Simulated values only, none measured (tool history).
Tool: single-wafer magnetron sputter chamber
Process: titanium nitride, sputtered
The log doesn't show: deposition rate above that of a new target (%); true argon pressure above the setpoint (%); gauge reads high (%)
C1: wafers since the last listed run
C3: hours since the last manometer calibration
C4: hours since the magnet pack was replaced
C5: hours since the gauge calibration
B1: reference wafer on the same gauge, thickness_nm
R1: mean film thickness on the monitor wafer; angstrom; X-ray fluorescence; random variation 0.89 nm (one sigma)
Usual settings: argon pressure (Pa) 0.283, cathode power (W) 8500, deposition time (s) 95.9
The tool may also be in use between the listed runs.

Run 1, hour 0.0: usual settings; C1 0; wafers on the sputter target 2180; C3 402.4; C4 4815.6; C5 777.6; B1 155.960. Result: R1 1577.81 angstrom.
Run 2, hour 44.4: usual settings; C1 693; wafers on the sputter target 2874; C3 446.8; C4 4860.0; C5 822.0; B1 156.122. Result: R1 1582.49 angstrom.
Run 3, hour 104.3: usual settings; C1 935; wafers on the sputter target 3809; C3 506.7; C4 4919.9; C5 881.9; B1 156.023. Result: R1 1576.97 angstrom.
At hour 165.1: gauge calibrated.
At hour 165.5: sputter target and shields replaced.
Run 4, hour 174.9: usual settings; C1 977; wafers on the sputter target 147; C3 577.3; C4 4990.5; C5 9.8; B1 155.724. Result: R1 1592.04 angstrom.
Run 5, hour 228.3: usual settings but deposition time (s) 86.5; C1 833; wafers on the sputter target 981; C3 630.7; C4 5043.9; C5 63.2; B1 156.157. Result: R1 1415.63 angstrom.
Run 6, hour 305.6: usual settings but deposition time (s) 86.5; C1 1207; wafers on the sputter target 2188; C3 708.0; C4 5121.2; C5 140.5; B1 155.713. Result: R1 1428.08 angstrom.
Run 7, hour 379.0: usual settings but deposition time (s) 86.5; C1 1146; wafers on the sputter target 3334; C3 781.4; C4 5194.6; C5 213.9; B1 156.126. Result: R1 1417.59 angstrom.
Run 8, hour 431.8: usual settings; C1 824; wafers on the sputter target 4159; C3 834.2; C4 5247.4; C5 266.7; B1 156.164. Result: R1 1564.14 angstrom.
At hour 470.3: sputter target and shields replaced.
Run 9, hour 539.3: usual settings; C1 1553; wafers on the sputter target 1077; C3 941.7; C4 5354.9; C5 374.2; B1 156.003. Result: R1 1574.83 angstrom.
Run 10, hour 639.9: usual settings but argon pressure (Pa) 0.337, cathode power (W) 9150, deposition time (s) 78.5; C1 1571; wafers on the sputter target 2648; C3 1042.3; C4 5455.5; C5 474.8; B1 156.156. Result: R1 1353.69 angstrom.
Run 11, hour 703.5: usual settings but cathode power (W) 6800, deposition time (s) 88.7; C1 993; wafers on the sputter target 3641; C3 1105.9; C4 5519.1; C5 538.4; B1 155.892. Result: R1 1171.61 angstrom.
At hour 729.5: sputter target and shields replaced.
At hour 750.7: capacitance manometer re-zeroed and calibrated.
At hour 770.4: magnet pack replaced.
Run 12, hour 791.1: usual settings but argon pressure (Pa) 0.223, cathode power (W) 7500, deposition time (s) 90.9; C1 993; wafers on the sputter target 711; C3 40.4; C4 20.7; C5 626.0; B1 156.128. Result: R1 1372.43 angstrom.
Run 13, hour 882.2: usual settings but argon pressure (Pa) 0.205, cathode power (W) 7450, deposition time (s) 114.5; C1 1422; wafers on the sputter target 2134; C3 131.5; C4 111.8; C5 717.1; B1 156.060. Result: R1 1705.51 angstrom.
At hour 886.5: gauge calibrated.
Run 14, hour 954.4: usual settings; C1 1127; wafers on the sputter target 3262; C3 203.7; C4 184.0; C5 67.9; B1 156.096. Result: R1 1585.16 angstrom.
At hour 1005.2: sputter target and shields replaced.
Run 15, hour 1060.1: usual settings but argon pressure (Pa) 0.218, cathode power (W) 6850, deposition time (s) 105.6; C1 1525; wafers on the sputter target 857; C3 309.4; C4 289.7; C5 173.6; B1 156.092. Result: R1 1461.46 angstrom.
Run 16, hour 1150.6: usual settings but argon pressure (Pa) 0.226, cathode power (W) 9350, deposition time (s) 84.0; C1 1413; wafers on the sputter target 2270; C3 399.9; C4 380.2; C5 264.1; B1 156.108. Result: R1 1572.05 angstrom.
Run 17, hour 1217.8: usual settings but cathode power (W) 10500, deposition time (s) 86.5; C1 1049; wafers on the sputter target 3320; C3 467.1; C4 447.4; C5 331.3; B1 155.921. Result: R1 1753.11 angstrom.

4 ways to go on from here, each from the tool as it stands after run 17. What would each give?
Run A, hour 1218.2: usual settings; C1 6; wafers on the sputter target 3326; C3 467.5; C4 447.8; C5 331.7; B1 ?. Result: R1 ?.
Run B, hour 1218.2: usual settings but argon pressure (Pa) 0.388, cathode power (W) 7950, deposition time (s) 113.1; C1 6; wafers on the sputter target 3326; C3 467.5; C4 447.8; C5 331.7; B1 ?. Result: R1 ?.
Run C, hour 1218.2: usual settings but argon pressure (Pa) 0.312, cathode power (W) 6450, deposition time (s) 81.2; C1 6; wafers on the sputter target 3326; C3 467.5; C4 447.8; C5 331.7; B1 ?. Result: R1 ?.
Run D, hour 1218.2: usual settings but argon pressure (Pa) 0.332; C1 6; wafers on the sputter target 3326; C3 467.5; C4 447.8; C5 331.7; B1 ?. Result: R1 ?.

run       B1       R1
  A  155.995  1567.94
  B  155.995  1638.09
  C  155.995  1000.37
  D  155.995  1527.14
Without the tool's hidden state the same runs would have given:
run       R1
  A  1567.94
  B  1638.09
  C  1000.37
  D  1527.14
